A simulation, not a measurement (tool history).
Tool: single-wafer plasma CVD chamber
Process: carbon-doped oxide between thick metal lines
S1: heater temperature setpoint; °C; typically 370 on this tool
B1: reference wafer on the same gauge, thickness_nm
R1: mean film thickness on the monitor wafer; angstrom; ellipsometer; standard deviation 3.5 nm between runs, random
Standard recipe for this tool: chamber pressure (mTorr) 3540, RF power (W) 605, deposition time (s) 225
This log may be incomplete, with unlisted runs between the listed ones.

{"run": 1, "hour": 0.0, "S1": 370, "chamber pressure (mTorr)": 3540, "RF power (W)": 605, "deposition time (s)": 225, "B1": 1449.415, "R1": 11787.11}
{"run": 2, "hour": 14.6, "S1": 370, "chamber pressure (mTorr)": 3540, "RF power (W)": 605, "deposition time (s)": 225, "B1": 1448.984, "R1": 11858.82}
{"run": 3, "hour": 29.0, "S1": 370, "chamber pressure (mTorr)": 3540, "RF power (W)": 605, "deposition time (s)": 225, "B1": 1449.995, "R1": 11828.12}
{"run": 4, "hour": 41.0, "S1": 370, "chamber pressure (mTorr)": 3540, "RF power (W)": 605, "deposition time (s)": 225, "B1": 1451.215, "R1": 11810.39}
{"run": 5, "hour": 55.4, "S1": 370, "chamber pressure (mTorr)": 3540, "RF power (W)": 605, "deposition time (s)": 225, "B1": 1449.029, "R1": 11747.33}
{"run": 6, "hour": 69.0, "S1": 370, "chamber pressure (mTorr)": 3540, "RF power (W)": 605, "deposition time (s)": 225, "B1": 1448.876, "R1": 11776.81}
{"hour": 92.2, "done": "showerhead replaced, of another model than before"}
{"run": 7, "hour": 92.7, "S1": 370, "chamber pressure (mTorr)": 2680, "RF power (W)": 605, "deposition time (s)": 189, "B1": 1450.647, "R1": 9927.53}
{"hour": 95.2, "done": "gauge calibrated"}
{"run": 8, "hour": 102.7, "S1": 370, "chamber pressure (mTorr)": 4060, "RF power (W)": 605, "deposition time (s)": 225, "B1": 1450.358, "R1": 12183.12}
{"run": 9, "hour": 118.5, "S1": 370, "chamber pressure (mTorr)": 3540, "RF power (W)": 605, "deposition time (s)": 225, "B1": 1448.67, "R1": 12009.53}
{"run": 10, "hour": 136.4, "S1": 370, "chamber pressure (mTorr)": 3540, "RF power (W)": 605, "deposition time (s)": 204, "B1": 1452.099, "R1": 10881.18}
{"hour": 144.6, "done": "thermocouple changed; heater temperature recalibrated"}
{"run": 11, "hour": 149.0, "S1": 383, "chamber pressure (mTorr)": 3540, "RF power (W)": 690, "deposition time (s)": 225, "B1": 1449.31, "R1": 12554.52}
{"run": 12, "hour": 165.6, "S1": 370, "chamber pressure (mTorr)": 3540, "RF power (W)": 605, "deposition time (s)": 225, "B1": 1450.289, "R1": 12021.19}
{"hour": 175.4, "done": "RF generator calibrated"}
{"run": 13, "hour": 175.8, "S1": 370, "chamber pressure (mTorr)": 4210, "RF power (W)": 605, "deposition time (s)": 225, "B1": 1449.627, "R1": 12622.75}
{"run": 14, "hour": 193.4, "S1": 383, "chamber pressure (mTorr)": 3540, "RF power (W)": 690, "deposition time (s)": 225, "B1": 1450.779, "R1": 12983.15}
{"run": 15, "hour": 215.5, "S1": 376, "chamber pressure (mTorr)": 3540, "RF power (W)": 510, "deposition time (s)": 184, "B1": 1451.02, "R1": 9148.16}
{"run": 16, "hour": 233.0, "S1": 374, "chamber pressure (mTorr)": 3060, "RF power (W)": 605, "deposition time (s)": 244, "B1": 1451.113, "R1": 13269.88}
{"run": 17, "hour": 249.0, "S1": 370, "chamber pressure (mTorr)": 3540, "RF power (W)": 605, "deposition time (s)": 225, "B1": 1450.561, "R1": 12339.37}
{"run": 18, "hour": 260.6, "S1": 370, "chamber pressure (mTorr)": 3170, "RF power (W)": 605, "deposition time (s)": 225, "B1": 1448.348, "R1": 12348.42}
{"run": 19, "hour": 278.6, "S1": 370, "chamber pressure (mTorr)": 3540, "RF power (W)": 605, "deposition time (s)": 203, "B1": 1449.574, "R1": 11157.67}
{"run": 20, "hour": 291.0, "S1": 370, "chamber pressure (mTorr)": 3540, "RF power (W)": 500, "deposition time (s)": 180, "B1": 1450.801, "R1": 8994.81}
{"run": 21, "hour": 302.9, "S1": 370, "chamber pressure (mTorr)": 3540, "RF power (W)": 605, "deposition time (s)": 225, "B1": 1451.009, "R1": 12354.5}
{"run": 22, "hour": 310.7, "S1": 370, "chamber pressure (mTorr)": 2840, "RF power (W)": 530, "deposition time (s)": 204, "B1": 1448.458, "R1": 10332.0}
{"run": 23, "hour": 324.1, "S1": 370, "chamber pressure (mTorr)": 2900, "RF power (W)": 525, "deposition time (s)": 209, "B1": 1450.085, "R1": 10539.83}
{"run": 24, "hour": 338.7, "S1": 370, "chamber pressure (mTorr)": 3540, "RF power (W)": 605, "deposition time (s)": 180, "B1": 1450.357, "R1": 9905.46}

Forecast run 25:
{"run": 25, "hour": 344.7, "S1": 370, "chamber pressure (mTorr)": 2880, "RF power (W)": 500, "deposition time (s)": 188, "B1": "?", "R1": "?"}

Run 25 came out at B1 1450.168, R1 9259.85 angstrom.
Take away the tool's hidden state, keep the run-to-run variation as it was, and the same run would have given R1 9313.11 angstrom.
